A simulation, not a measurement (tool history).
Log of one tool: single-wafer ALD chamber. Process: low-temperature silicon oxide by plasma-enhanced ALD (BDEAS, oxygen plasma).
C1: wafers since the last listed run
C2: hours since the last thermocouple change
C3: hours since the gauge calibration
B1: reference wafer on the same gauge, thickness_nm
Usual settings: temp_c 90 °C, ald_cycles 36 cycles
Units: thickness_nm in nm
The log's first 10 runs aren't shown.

Run 11, hour 961.5: usual settings but ald_cycles 41 cycles; C1 230; C2 1065.1; C3 596.5; B1 6.029. Result: thickness_nm 6.283 nm.
Run 12, hour 1027.0: usual settings but ald_cycles 41 cycles; C1 364; C2 1130.6; C3 662.0; B1 6.032. Result: thickness_nm 6.262 nm.
Run 13, hour 1111.9: usual settings but ald_cycles 41 cycles; C1 472; C2 1215.5; C3 746.9; B1 6.030. Result: thickness_nm 6.270 nm.
Run 14, hour 1214.4: usual settings; C1 569; C2 1318.0; C3 849.4; B1 6.028. Result: thickness_nm 5.525 nm.
Run 15, hour 1268.0: usual settings; C1 298; C2 1371.6; C3 903.0; B1 6.030. Result: thickness_nm 5.502 nm.
Run 16, hour 1343.3: usual settings; C1 418; C2 1446.9; C3 978.3; B1 6.033. Result: thickness_nm 5.499 nm.
Run 17, hour 1424.5: usual settings but temp_c 94 °C; C1 451; C2 1528.1; C3 1059.5; B1 6.026. Result: thickness_nm 5.433 nm.
Run 18, hour 1498.3: usual settings but temp_c 94 °C; C1 410; C2 1601.9; C3 1133.3; B1 6.028. Result: thickness_nm 5.397 nm.
Run 19, hour 1557.9: usual settings but temp_c 94 °C; C1 331; C2 1661.5; C3 1192.9; B1 6.029. Result: thickness_nm 5.425 nm.
Run 20, hour 1647.4: usual settings but temp_c 85 °C; C1 497; C2 1751.0; C3 1282.4; B1 6.032. Result: thickness_nm 5.619 nm.
Run 21, hour 1707.8: usual settings but temp_c 85 °C; C1 335; C2 1811.4; C3 1342.8; B1 6.031. Result: thickness_nm 5.602 nm.
Run 22, hour 1805.9: usual settings; C1 545; C2 1909.5; C3 1440.9; B1 6.034. Result: thickness_nm 5.488 nm.
Run 23, hour 1891.2: usual settings but temp_c 94 °C, ald_cycles 40 cycles; C1 474; C2 1994.8; C3 1526.2; B1 6.030. Result: thickness_nm 5.994 nm.

The next listed run, before its measurement:
Run 24, hour 1968.5: usual settings but temp_c 103 °C, ald_cycles 34 cycles; C1 429; C2 2072.1; C3 1603.5; B1 ?. Result: thickness_nm ?.

B1: 6.028
thickness_nm: 5.032 nm
Without the tool's hidden state the same run would have given thickness_nm 5.078 nm.

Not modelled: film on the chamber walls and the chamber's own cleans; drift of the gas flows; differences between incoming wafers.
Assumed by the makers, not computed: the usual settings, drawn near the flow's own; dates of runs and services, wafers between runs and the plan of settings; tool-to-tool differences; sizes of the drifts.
